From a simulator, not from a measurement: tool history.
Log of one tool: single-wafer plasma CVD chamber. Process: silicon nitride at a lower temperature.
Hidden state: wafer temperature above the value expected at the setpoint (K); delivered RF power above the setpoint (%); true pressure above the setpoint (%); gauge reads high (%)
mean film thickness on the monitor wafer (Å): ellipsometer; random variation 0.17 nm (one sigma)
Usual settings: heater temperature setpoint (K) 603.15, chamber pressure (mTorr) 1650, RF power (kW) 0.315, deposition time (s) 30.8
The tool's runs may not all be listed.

run    hour  heater temperature setpoint (K)  chamber pressure (mTorr)  RF power (kW)  deposition time (s)  wafers since the last listed run  hours since the last thermocouple change  hours since the last RF generator calibration  hours since the last manometer calibration  hours since the showerhead was replaced  hours since the gauge calibration  read-back reference wafer on the same gauge, thickness_nm  mean film thickness on the monitor wafer (Å)
  1       0                           603.15                      1650          0.315                 30.8                                 0                                    2379.6                                           1628                                         826                                   1633.2                             1162.2                                                     31.174                                        343.89
  2    96.5                           610.15                      1650          0.315                 30.8                              2872                                    2476.1                                         1724.5                                       922.5                                   1729.7                             1258.7                                                      31.21                                        347.25
  3   138.1                           603.15                      1650           0.33                 30.8                              1238                                    2517.7                                         1766.1                                       964.1                                   1771.3                             1300.3                                                     31.188                                        362.25
  4   234.5                           603.15                      1650           0.33                 30.8                              2869                                    2614.1                                         1862.5                                      1060.5                                   1867.7                             1396.7                                                     31.198                                        360.69
      268.2  -- thermocouple changed; heater temperature recalibrated
  5   306.3                           610.15                      1330          0.315                 30.8                              1899                                      38.1                                         1934.3                                      1132.3                                   1939.5                             1468.5                                                     31.194                                        327.41
  6   347.6                           603.15                      1650          0.315                 30.8                              1229                                      79.4                                         1975.6                                      1173.6                                   1980.8                             1509.8                                                     31.144                                        347.57
  7   501.4                           609.15                      1650          0.315                 26.6                              4578                                     233.2                                         2129.4                                      1327.4                                   2134.6                             1663.6                                                     31.172                                        300.13
  8   540.9                           610.15                      1930            0.3                 27.2                              1175                                     272.7                                         2168.9                                      1366.9                                   2174.1                             1703.1                                                     31.233                                        302.09
  9   640.8                           603.15                      1780          0.315                 30.8                              2973                                     372.6                                         2268.8                                      1466.8                                     2274                               1803                                                     31.205                                        350.72
 10   699.1                           597.15                      1480          0.335                   27                              1735                                     430.9                                         2327.1                                      1525.1                                   2332.3                             1861.3                                                     31.194                                        312.77
 11   768.2                           603.15                      1650          0.315                 30.8                              2056                                       500                                         2396.2                                      1594.2                                   2401.4                             1930.4                                                     31.187                                        343.86
 12   824.8                           603.15                      1650          0.375                 30.8                              1684                                     556.6                                         2452.8                                      1650.8                                     2458                               1987                                                     31.208                                        409.21
      919.9  -- showerhead replaced
 13   925.8                           594.15                      1820           0.33                 29.1                              2768                                     657.6                                         2553.8                                      1751.8                                      5.9                               2088                                                     31.171                                        349.17
      966.3  -- RF generator calibrated
 14   966.8                           603.15                      1650          0.375                   27                               982                                     698.6                                            0.5                                      1792.8                                     46.9                               2129                                                     31.189                                        352.13
 15  1044.3                           594.15                      1650          0.315                 30.8                              2306                                     776.1                                             78                                      1870.3                                    124.4                             2206.5                                                     31.178                                        344.48
     1092.9  -- capacitance manometer re-zeroed and calibrated
 16  1102.9                           603.15                      1650          0.315                 30.8                              1506                                     834.7                                          136.6                                          10                                      183                             2265.1                                                     31.149                                        347.02
 17  1184.5                           609.15                      1650          0.315                 30.8                              2429                                     916.3                                          218.2                                        91.6                                    264.6                             2346.7                                                     31.161                                        344.97
 18  1249.1                           615.15                      1310          0.335                 32.4                              1922                                     980.9                                          282.8                                       156.2                                    329.2                             2411.3                                                     31.111                                        367.15
     1257.4  -- gauge calibrated
 19    1289                           614.15                      1350          0.315                 35.3                              1187                                    1020.8                                          322.7                                       196.1                                    369.1                               31.6                                                     31.091                                        377.28
 20  1349.6                           603.15                      1460           0.29                 30.8                              1803                                    1081.4                                          383.3                                       256.7                                    429.7                               92.2                                                     31.196                                        312.39
 21  1388.4                           603.15                      1820          0.315                 24.9                              1154                                    1120.2                                          422.1                                       295.5                                    468.5                                131                                                     31.272                                        284.94
 22  1532.3                           610.15                      1330          0.315                 30.8                              4283                                    1264.1                                            566                                       439.4                                    612.4                              274.9                                                     31.181                                        326.78
 23  1575.7                           603.15                      1380          0.275                 30.8                              1291                                    1307.5                                          609.4                                       482.8                                    655.8                              318.3                                                     31.206                                        287.58
 24  1655.8                           608.15                      1650          0.315                 27.9                              2384                                    1387.6                                          689.5                                       562.9                                    735.9                              398.4                                                     31.193                                        315.23
 25  1713.8                           603.15                      1430           0.37                 30.8                              1726                                    1445.6                                          747.5                                       620.9                                    793.9                              456.4                                                     31.097                                        385.77
 26  1820.4                           607.15                      1650          0.315                 30.8                              3173                                    1552.2                                          854.1                                       727.5                                    900.5                                563                                                     31.193                                        346.84
 27  2058.8                           617.15                      1490          0.315                 30.8                              7096                                    1790.6                                         1092.5                                       965.9                                   1138.9                              801.4                                                     31.263                                        335.87
 28  2163.1                           612.15                      1880          0.315                 33.1                              3104                                    1894.9                                         1196.8                                      1070.2                                   1243.2                              905.7                                                     31.193                                        383.05

Hidden state at the last listed run before each entry between runs and at the first one after, where it differs:
Between runs 4 and 5: thermocouple changed; heater temperature recalibrated (hour 268.2)
  no hidden state differs between the two runs
Between runs 12 and 13: showerhead replaced (hour 919.9)
  no hidden state differs between the two runs
Between runs 13 and 14: RF generator calibrated (hour 966.3)
  no hidden state differs between the two runs
Between runs 15 and 16: capacitance manometer re-zeroed and calibrated (hour 1092.9)
  no hidden state differs between the two runs
Between runs 18 and 19: gauge calibrated (hour 1257.4)
  no hidden state differs between the two runs
